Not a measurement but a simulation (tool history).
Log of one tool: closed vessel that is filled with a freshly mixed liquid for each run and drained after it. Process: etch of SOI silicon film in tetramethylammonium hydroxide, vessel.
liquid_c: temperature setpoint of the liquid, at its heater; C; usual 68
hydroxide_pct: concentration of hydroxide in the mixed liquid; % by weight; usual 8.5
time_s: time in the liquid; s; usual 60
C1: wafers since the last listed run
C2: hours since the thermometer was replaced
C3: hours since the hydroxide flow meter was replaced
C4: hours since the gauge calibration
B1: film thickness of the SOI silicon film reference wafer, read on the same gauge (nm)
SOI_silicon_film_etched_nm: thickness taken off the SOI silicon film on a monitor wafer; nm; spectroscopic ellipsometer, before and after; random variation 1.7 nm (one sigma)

Run 1, hour 0: usual settings; C1 0; C2 1510.4; C3 1378.9; C4 527.3; B1 59.98. Result: SOI_silicon_film_etched_nm 380.26 nm.
Run 2, hour 20.2: usual settings; C1 2315; C2 1530.6; C3 1399.1; C4 547.5; B1 60.01. Result: SOI_silicon_film_etched_nm 378 nm.
Run 3, hour 54.7: usual settings; C1 3954; C2 1565.1; C3 1433.6; C4 582; B1 60.01. Result: SOI_silicon_film_etched_nm 380.2 nm.
Run 4, hour 74.6: usual settings; C1 2280; C2 1585; C3 1453.5; C4 601.9; B1 60.02. Result: SOI_silicon_film_etched_nm 378.73 nm.
Run 5, hour 95: usual settings; C1 2338; C2 1605.4; C3 1473.9; C4 622.3; B1 60. Result: SOI_silicon_film_etched_nm 380.45 nm.
Run 6, hour 111.7: usual settings; C1 1913; C2 1622.1; C3 1490.6; C4 639; B1 60.04. Result: SOI_silicon_film_etched_nm 378.19 nm.
Run 7, hour 190.8: usual settings but time_s 90 s; C1 9065; C2 1701.2; C3 1569.7; C4 718.1; B1 60.03. Result: SOI_silicon_film_etched_nm 571.97 nm.
Run 8, hour 223.1: usual settings but time_s 90 s; C1 3701; C2 1733.5; C3 1602; C4 750.4; B1 60.01. Result: SOI_silicon_film_etched_nm 574.68 nm.
Run 9, hour 248: usual settings but time_s 90 s; C1 2853; C2 1758.4; C3 1626.9; C4 775.3; B1 60.04. Result: SOI_silicon_film_etched_nm 570.5 nm.
Run 10, hour 275.4: usual settings but time_s 40 s; C1 3140; C2 1785.8; C3 1654.3; C4 802.7; B1 60. Result: SOI_silicon_film_etched_nm 255.96 nm.
Run 11, hour 345.6: usual settings; C1 8045; C2 1856; C3 1724.5; C4 872.9; B1 59.98. Result: SOI_silicon_film_etched_nm 380.91 nm.
At hour 365: thermometer replaced.
Run 12, hour 370.4: usual settings; C1 2727; C2 5.4; C3 1749.3; C4 897.7; B1 60.01. Result: SOI_silicon_film_etched_nm 384.71 nm.
Run 13, hour 386.6: usual settings; C1 1856; C2 21.6; C3 1765.5; C4 913.9; B1 59.98. Result: SOI_silicon_film_etched_nm 381.97 nm.
Run 14, hour 401.4: usual settings but liquid_c 74 C, time_s 85 s; C1 1696; C2 36.4; C3 1780.3; C4 928.7; B1 60.04. Result: SOI_silicon_film_etched_nm 764.85 nm.
At hour 429.4: gauge calibrated.
Run 15, hour 431.6: usual settings but liquid_c 74 C, hydroxide_pct 7 % by weight; C1 3461; C2 66.6; C3 1810.5; C4 2.2; B1 60.01. Result: SOI_silicon_film_etched_nm 571.53 nm.
Run 16, hour 449.2: usual settings but liquid_c 63.5 C, time_s 75 s; C1 2017; C2 84.2; C3 1828.1; C4 19.8; B1 60. Result: SOI_silicon_film_etched_nm 364.71 nm.
Run 17, hour 466.9: usual settings; C1 2028; C2 101.9; C3 1845.8; C4 37.5; B1 60.03. Result: SOI_silicon_film_etched_nm 381.15 nm.
Run 18, hour 517.5: usual settings but time_s 35 s; C1 5799; C2 152.5; C3 1896.4; C4 88.1; B1 60.01. Result: SOI_silicon_film_etched_nm 223.31 nm.
Run 19, hour 532.9: usual settings but hydroxide_pct 10 % by weight, time_s 90 s; C1 1764; C2 167.9; C3 1911.8; C4 103.5; B1 59.99. Result: SOI_silicon_film_etched_nm 549.12 nm.
Run 20, hour 567.2: usual settings; C1 3931; C2 202.2; C3 1946.1; C4 137.8; B1 60.04. Result: SOI_silicon_film_etched_nm 382.8 nm.
Run 21, hour 579.8: usual settings but time_s 80 s; C1 1444; C2 214.8; C3 1958.7; C4 150.4; B1 60. Result: SOI_silicon_film_etched_nm 513.41 nm.
Run 22, hour 613.7: usual settings but liquid_c 65 C, hydroxide_pct 8 % by weight, time_s 85 s; C1 3885; C2 248.7; C3 1992.6; C4 184.3; B1 60.01. Result: SOI_silicon_film_etched_nm 459.53 nm.
At hour 619.6: hydroxide flow meter replaced.
Run 23, hour 639.4: usual settings; C1 2830; C2 274.4; C3 19.8; C4 210; B1 60.02. Result: SOI_silicon_film_etched_nm 371.29 nm.
Run 24, hour 672.1: usual settings but liquid_c 63 C, hydroxide_pct 9.5 % by weight; C1 3747; C2 307.1; C3 52.5; C4 242.7; B1 60.01. Result: SOI_silicon_film_etched_nm 261.84 nm.
Run 25, hour 700.9: usual settings but time_s 85 s; C1 3300; C2 335.9; C3 81.3; C4 271.5; B1 60.03. Result: SOI_silicon_film_etched_nm 524.96 nm.
Run 26, hour 720.5: usual settings; C1 2246; C2 355.5; C3 100.9; C4 291.1; B1 60.04. Result: SOI_silicon_film_etched_nm 367.7 nm.
Run 27, hour 735.3: usual settings but liquid_c 61.5 C, hydroxide_pct 9 % by weight, time_s 85 s; C1 1696; C2 370.3; C3 115.7; C4 305.9; B1 59.98. Result: SOI_silicon_film_etched_nm 346.08 nm.
Run 28, hour 749.1: usual settings but hydroxide_pct 7 % by weight; C1 1581; C2 384.1; C3 129.5; C4 319.7; B1 59.98. Result: SOI_silicon_film_etched_nm 391.56 nm.
Run 29, hour 777.2: usual settings; C1 3220; C2 412.2; C3 157.6; C4 347.8; B1 60. Result: SOI_silicon_film_etched_nm 371.99 nm.
Run 30, hour 804: usual settings but liquid_c 71 C, hydroxide_pct 6.5 % by weight; C1 3071; C2 439; C3 184.4; C4 374.6; B1 60. Result: SOI_silicon_film_etched_nm 478.45 nm.
Run 31, hour 836.1: usual settings but hydroxide_pct 9 % by weight, time_s 30 s; C1 3678; C2 471.1; C3 216.5; C4 406.7; B1 60.01. Result: SOI_silicon_film_etched_nm 181.83 nm.
Run 32, hour 856.6: usual settings but hydroxide_pct 11 % by weight; C1 2349; C2 491.6; C3 237; C4 427.2; B1 60. Result: SOI_silicon_film_etched_nm 338.3 nm.
Run 33, hour 919.1: usual settings but liquid_c 64 C, hydroxide_pct 9.5 % by weight, time_s 45 s; C1 7163; C2 554.1; C3 299.5; C4 489.7; B1 60.03. Result: SOI_silicon_film_etched_nm 208.98 nm.

Forecast each of these 5 alternatives for the next run:
Run A, hour 919.8: usual settings; C1 80; C2 554.8; C3 300.2; C4 490.4; B1 ?. Result: SOI_silicon_film_etched_nm ?.
Run B, hour 919.8: usual settings but liquid_c 66 C, time_s 75 s; C1 80; C2 554.8; C3 300.2; C4 490.4; B1 ?. Result: SOI_silicon_film_etched_nm ?.
Run C, hour 919.8: usual settings but hydroxide_pct 6 % by weight; C1 80; C2 554.8; C3 300.2; C4 490.4; B1 ?. Result: SOI_silicon_film_etched_nm ?.
Run D, hour 919.8: usual settings but liquid_c 73.5 C, hydroxide_pct 10.5 % by weight, time_s 45 s; C1 80; C2 554.8; C3 300.2; C4 490.4; B1 ?. Result: SOI_silicon_film_etched_nm ?.
Run E, hour 919.8: usual settings but hydroxide_pct 10 % by weight; C1 80; C2 554.8; C3 300.2; C4 490.4; B1 ?. Result: SOI_silicon_film_etched_nm ?.

run     B1  SOI_silicon_film_etched_nm
  A  59.98                      373.43
  B  59.98                      414.21
  C  59.98                      409.41
  D  59.98                      357.55
  E  59.98                      351.84
Without the tool's hidden state the same runs would have given:
run  SOI_silicon_film_etched_nm
  A                      370.83
  B                      411.33
  C                      407.57
  D                      355.06
  E                      348.78
